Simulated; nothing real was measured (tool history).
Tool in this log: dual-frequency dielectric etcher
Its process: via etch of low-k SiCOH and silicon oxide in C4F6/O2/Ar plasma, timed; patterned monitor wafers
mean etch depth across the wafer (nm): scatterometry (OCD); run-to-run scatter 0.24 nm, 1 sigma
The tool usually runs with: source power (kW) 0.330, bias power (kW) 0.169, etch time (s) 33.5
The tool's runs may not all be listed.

run    hour  source power (kW)  bias power (kW)  etch time (s)  wafers since the last listed run  hours since the last wet clean  hours since the last source power generator calibration  hours since the last bias power generator calibration  hours since the last upper electrode change  hours since the gauge calibration  read-back reference wafer on the same gauge, depth_nm  mean etch depth across the wafer (nm)
  1     0.0              0.330            0.169           33.5                                 0                           470.3                                                   1598.9                                                 1508.1                                       5178.2                             1791.4                                                   54.4                                   68.5
       25.1  -- gauge calibrated
  2   107.6              0.330            0.149           33.5                              1310                           577.9                                                   1706.5                                                 1615.7                                       5285.8                               82.5                                                   54.4                                   66.3
      208.9  -- wet clean of the chamber
  3   306.3              0.330            0.169           33.5                              2127                            97.4                                                   1905.2                                                 1814.4                                       5484.5                              281.2                                                   54.4                                   67.3
  4   367.6              0.330            0.169           33.5                               746                           158.7                                                   1966.5                                                 1875.7                                       5545.8                              342.5                                                   54.5                                   67.3
  5   428.5              0.330            0.169           33.5                               741                           219.6                                                   2027.4                                                 1936.6                                       5606.7                              403.4                                                   54.4                                   67.8
  6   527.4              0.330            0.169           33.5                              1204                           318.5                                                   2126.3                                                 2035.5                                       5705.6                              502.3                                                   54.4                                   67.8
  7   618.3              0.330            0.190           29.5                              1106                           409.4                                                   2217.2                                                 2126.4                                       5796.5                              593.2                                                   54.4                                   63.0
      698.0  -- upper electrode replaced
  8   714.2              0.330            0.190           29.5                               875                           505.3                                                   2313.1                                                 2222.3                                         16.2                              689.1                                                   54.4                                   63.2
  9   811.4              0.330            0.190           29.5                              1183                           602.5                                                   2410.3                                                 2319.5                                        113.4                              786.3                                                   54.4                                   63.0
 10   864.6              0.330            0.169           33.5                               647                           655.7                                                   2463.5                                                 2372.7                                        166.6                              839.5                                                   54.3                                   69.3
      923.9  -- bias power generator calibrated
      944.9  -- wet clean of the chamber
 11   945.4              0.330            0.136           33.5                               679                             0.5                                                   2544.3                                                   21.5                                        247.4                              920.3                                                   54.5                                   62.8
 12  1013.1              0.390            0.195           27.5                               824                            68.2                                                   2612.0                                                   89.2                                        315.1                              988.0                                                   54.4                                   62.2
 13  1084.3              0.330            0.169           26.5                               867                           139.4                                                   2683.2                                                  160.4                                        386.3                             1059.2                                                   54.4                                   53.9
 14  1187.7              0.330            0.169           33.5                              1259                           242.8                                                   2786.6                                                  263.8                                        489.7                             1162.6                                                   54.3                                   68.1
 15  1274.9              0.330            0.169           33.5                              1061                           330.0                                                   2873.8                                                  351.0                                        576.9                             1249.8                                                   54.4                                   68.7
 16  1330.3              0.380            0.169           26.5                               674                           385.4                                                   2929.2                                                  406.4                                        632.3                             1305.2                                                   54.5                                   57.2
 17  1434.4              0.330            0.169           38.0                              1267                           489.5                                                   3033.3                                                  510.5                                        736.4                             1409.3                                                   54.4                                   78.3
 18  1514.9              0.360            0.169           33.5                               980                           570.0                                                   3113.8                                                  591.0                                        816.9                             1489.8                                                   54.4                                   71.6
     1575.1  -- wet clean of the chamber
     1583.3  -- source power generator calibrated
 19  1583.8              0.310            0.169           27.5                               498                             8.7                                                      0.5                                                  659.9                                        885.8                             1558.7                                                   54.4                                   53.6
 20  1868.8              0.330            0.169           33.5                              3470                           293.7                                                    285.5                                                  944.9                                       1170.8                             1843.7                                                   54.4                                   67.8
 21  1928.0              0.300            0.130           30.5                               720                           352.9                                                    344.7                                                 1004.1                                       1230.0                             1902.9                                                   54.4                                   55.3
     1936.5  -- gauge calibrated
 22  2004.8              0.330            0.169           40.0                               935                           429.7                                                    421.5                                                 1080.9                                       1306.8                               68.3                                                   54.5                                   81.6
 23  2105.8              0.380            0.209           40.0                              1229                           530.7                                                    522.5                                                 1181.9                                       1407.8                              169.3                                                   54.4                                   92.8
 24  2205.9              0.330            0.169           24.5                              1219                           630.8                                                    622.6                                                 1282.0                                       1507.9                              269.4                                                   54.4                                   50.6
 25  2299.6              0.380            0.169           40.0                              1141                           724.5                                                    716.3                                                 1375.7                                       1601.6                              363.1                                                   54.4                                   87.5
     2359.4  -- wet clean of the chamber
 26  2515.5              0.290            0.197           33.5                              2336                           156.1                                                    932.2                                                 1591.6                                       1817.5                              579.0                                                   54.4                                   67.5
 27  2611.9              0.410            0.169           33.5                              1173                           252.5                                                   1028.6                                                 1688.0                                       1913.9                              675.4                                                   54.4                                   73.7
 28  2660.3              0.330            0.185           24.5                               589                           300.9                                                   1077.0                                                 1736.4                                       1962.3                              723.8                                                   54.4                                   51.3

Take each entry between the runs: how does the hidden state at the last listed run before it differ from the hidden state at the first listed run after it?
Between runs 1 and 2: gauge calibrated (hour 25.1)
  etch rate over this chamber's usual, %: 2.96 -> 3.62; bias power that arrives over what is set, %: -4.55 -> -4.65
  the result without the hidden state subtracted from the measured one, mean etch depth across the wafer (nm): +1.0 -> +1.4
Between runs 2 and 3: wet clean of the chamber (hour 208.9)
  etch rate over this chamber's usual, %: 3.62 -> 1; bias power that arrives over what is set, %: -4.65 -> -4.8
  the result without the hidden state subtracted from the measured one, mean etch depth across the wafer (nm): +1.4 -> -0.3
Between runs 7 and 8: upper electrode replaced (hour 698.0)
  etch rate over this chamber's usual, %: 2.94 -> 3.54; bias power that arrives over what is set, %: -4.98 -> -5.02
  the result without the hidden state subtracted from the measured one, mean etch depth across the wafer (nm): +0.8 -> +1.2
Between runs 10 and 11: bias power generator calibrated (hour 923.9); wet clean of the chamber (hour 944.9)
  etch rate over this chamber's usual, %: 4.48 -> -0.512; bias power that arrives over what is set, %: -5.07 -> 0.896
  the result without the hidden state subtracted from the measured one, mean etch depth across the wafer (nm): +1.8 -> -0.1
Between runs 18 and 19: wet clean of the chamber (hour 1575.1); source power generator calibrated (hour 1583.3)
  etch rate over this chamber's usual, %: 3.03 -> -0.37; bias power that arrives over what is set, %: -1.73 -> -1.94
  the result without the hidden state subtracted from the measured one, mean etch depth across the wafer (nm): +1.8 -> -0.6
Between runs 21 and 22: gauge calibrated (hour 1936.5)
  etch rate over this chamber's usual, %: 1.77 -> 2.25; bias power that arrives over what is set, %: -2.75 -> -2.88
  the result without the hidden state subtracted from the measured one, mean etch depth across the wafer (nm): +0.5 -> +1.1
Between runs 25 and 26: wet clean of the chamber (hour 2359.4)
  etch rate over this chamber's usual, %: 4.08 -> 0.826; bias power that arrives over what is set, %: -3.3 -> -3.52
  the result without the hidden state subtracted from the measured one, mean etch depth across the wafer (nm): +2.5 -> -0.3
